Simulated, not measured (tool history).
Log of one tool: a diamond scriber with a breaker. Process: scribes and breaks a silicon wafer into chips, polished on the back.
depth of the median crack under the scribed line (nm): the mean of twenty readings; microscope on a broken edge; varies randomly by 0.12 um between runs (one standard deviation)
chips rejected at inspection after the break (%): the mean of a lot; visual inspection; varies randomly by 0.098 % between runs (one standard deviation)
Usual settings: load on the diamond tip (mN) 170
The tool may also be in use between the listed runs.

run	hour	load on the diamond tip (mN)	wafers since the last listed run	hours since the diamond tip was replaced	hours since the load on the tip was calibrated	incoming depth of the damage left on the back of the incoming wafer, um	depth of the median crack under the scribed line (nm)	chips rejected at inspection after the break (%)
1	0.0	170	0	994.7	1558.4	0.03	11310	1.41
2	15.7	170	35	1010.4	1574.1	0.01	11390	1.48
3	22.0	170	14	1016.7	1580.4	0.02	11210	1.32
4	32.2	170	23	1026.9	1590.6	0.04	11340	1.37
5	56.0	170	53	1050.7	1614.4	0.01	11320	1.37
6	64.2	170	18	1058.9	1622.6	0.01	11600	1.56
7	79.3	190	34	1074.0	1637.7	0.02	11860	1.79
# hour 115.7: diamond tip replaced by a new one
# hour 133.2: load on the tip recalibrated
8	133.7	186	113	18.0	0.5	0.05	11910	1.87
9	141.6	186	17	25.9	8.4	0.03	11930	1.58
10	147.9	170	14	32.2	14.7	0.02	11340	1.46
11	162.3	170	32	46.6	29.1	0.03	11540	1.57
12	179.0	213	37	63.3	45.8	0.05	12680	2.85
13	185.0	170	13	69.3	51.8	0.03	11280	1.35

What will run 14 give?
14	201.5	170	37	85.8	68.3	0.05	?	?

{"run 14": {"depth of the median crack under the scribed line (nm)": 11170, "chips rejected at inspection after the break (%)": 1.5}}
Had the tool carried no hidden state, the very same run would have given depth of the median crack under the scribed line (nm) 11170, chips rejected at inspection after the break (%) 1.50.

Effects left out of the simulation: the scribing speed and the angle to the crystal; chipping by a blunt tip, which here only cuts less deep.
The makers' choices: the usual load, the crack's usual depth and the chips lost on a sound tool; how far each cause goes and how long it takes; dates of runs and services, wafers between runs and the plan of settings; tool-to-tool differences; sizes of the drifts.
